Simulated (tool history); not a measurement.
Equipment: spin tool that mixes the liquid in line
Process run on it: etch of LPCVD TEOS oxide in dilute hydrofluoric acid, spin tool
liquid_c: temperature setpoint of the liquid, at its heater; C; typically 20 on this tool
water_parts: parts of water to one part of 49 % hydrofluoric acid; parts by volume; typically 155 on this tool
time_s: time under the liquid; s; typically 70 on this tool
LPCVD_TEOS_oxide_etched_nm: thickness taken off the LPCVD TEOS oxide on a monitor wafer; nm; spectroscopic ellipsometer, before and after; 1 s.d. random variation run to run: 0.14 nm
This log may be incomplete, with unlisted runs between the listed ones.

run	hour	liquid_c	water_parts	time_s	wafers since the last listed run	hours since the thermometer was replaced	hours since the hydrofluoric acid flow meter was replaced	hours since the gauge calibration	read-back film thickness of the LPCVD TEOS oxide reference wafer, read on the same gauge (nm)	LPCVD_TEOS_oxide_etched_nm
1	0	23.5	110	70	0	507.2	424.3	239.6	120.02	38.39
2	15.6	23.5	110	70	126	522.8	439.9	255.2	120.01	38.2
3	27.9	23.5	110	70	99	535.1	452.2	267.5	120	38.25
4	41.2	20	155	70	107	548.4	465.5	280.8	120.02	22.5
5	56.6	20	130	70	124	563.8	480.9	296.2	119.99	27.55
6	68	20	155	90	92	575.2	492.3	307.6	120	28.94
7	76.1	20	155	90	65	583.3	500.4	315.7	119.97	29.13
8	97.5	20	155	90	172	604.7	521.8	337.1	120	28.93
# hour 112.4: thermometer replaced
9	112.9	20	155	70	116	0.5	537.2	352.5	119.99	22.71
10	125.8	20	155	70	104	13.4	550.1	365.4	119.98	22.6
# hour 129.4: gauge calibrated
# hour 134.9: hydrofluoric acid flow meter replaced
11	137.6	20	155	70	87	25.2	2.7	8.2	119.99	22.61
12	152.4	22	180	90	119	40	17.5	23	119.99	26.1
13	161.5	23	105	70	73	49.1	26.6	32.1	120.01	39.57
14	169.1	20	155	70	61	56.7	34.2	39.7	120	22.76
15	207.2	20	155	100	307	94.8	72.3	77.8	120	32.38
16	213.4	20	85	60	50	101	78.5	84	119.99	38.29
17	223.4	23.5	110	70	80	111	88.5	94	120	38.14
18	229.8	20	200	40	51	117.4	94.9	100.4	119.99	9.43
19	239.9	23.5	105	95	81	127.5	105	110.5	120	54.7
20	252.7	20	230	70	103	140.3	117.8	123.3	119.99	14.16
21	263.9	22.5	80	90	90	151.5	129	134.5	120.02	67.83
22	274.9	20	155	110	88	162.5	140	145.5	119.97	35.43
23	291.6	21.5	220	105	134	179.2	156.7	162.2	120.01	23.81
24	309	17	90	70	140	196.6	174.1	179.6	119.99	36.34
25	318.6	18	135	45	77	206.2	183.7	189.2	120.01	15.72
26	327.8	20	155	70	74	215.4	192.9	198.4	120.03	22.62
27	362.2	17	155	70	277	249.8	227.3	232.8	120	19.88
28	376.7	18.5	115	55	117	264.3	241.8	247.3	119.99	23.44
29	389.3	20	80	70	101	276.9	254.4	259.9	119.99	47.38
30	402.9	20	155	70	109	290.5	268	273.5	120.01	22.77
31	419.6	20	205	70	134	307.2	284.7	290.2	120.02	16.33
32	427	20	220	70	59	314.6	292.1	297.6	120.01	14.91
33	439.4	22.5	155	50	100	327	304.5	310	120.01	17.77

What if the next run were any one of these 4? Each begins from the tool's condition after run 33:
A	439.8	20	155	70	3	327.4	304.9	310.4	?	?
B	439.8	18	225	45	3	327.4	304.9	310.4	?	?
C	439.8	23	155	90	3	327.4	304.9	310.4	?	?
D	439.8	20	95	70	3	327.4	304.9	310.4	?	?

run	read-back film thickness of the LPCVD TEOS oxide reference wafer, read on the same gauge (nm)	LPCVD_TEOS_oxide_etched_nm
A	119.99	22.54
B	119.99	8.62
C	119.99	32.59
D	119.99	39.24
Had the tool no hidden state, the same runs would have come out as:
run	LPCVD_TEOS_oxide_etched_nm
A	22.54
B	8.62
C	32.59
D	39.24
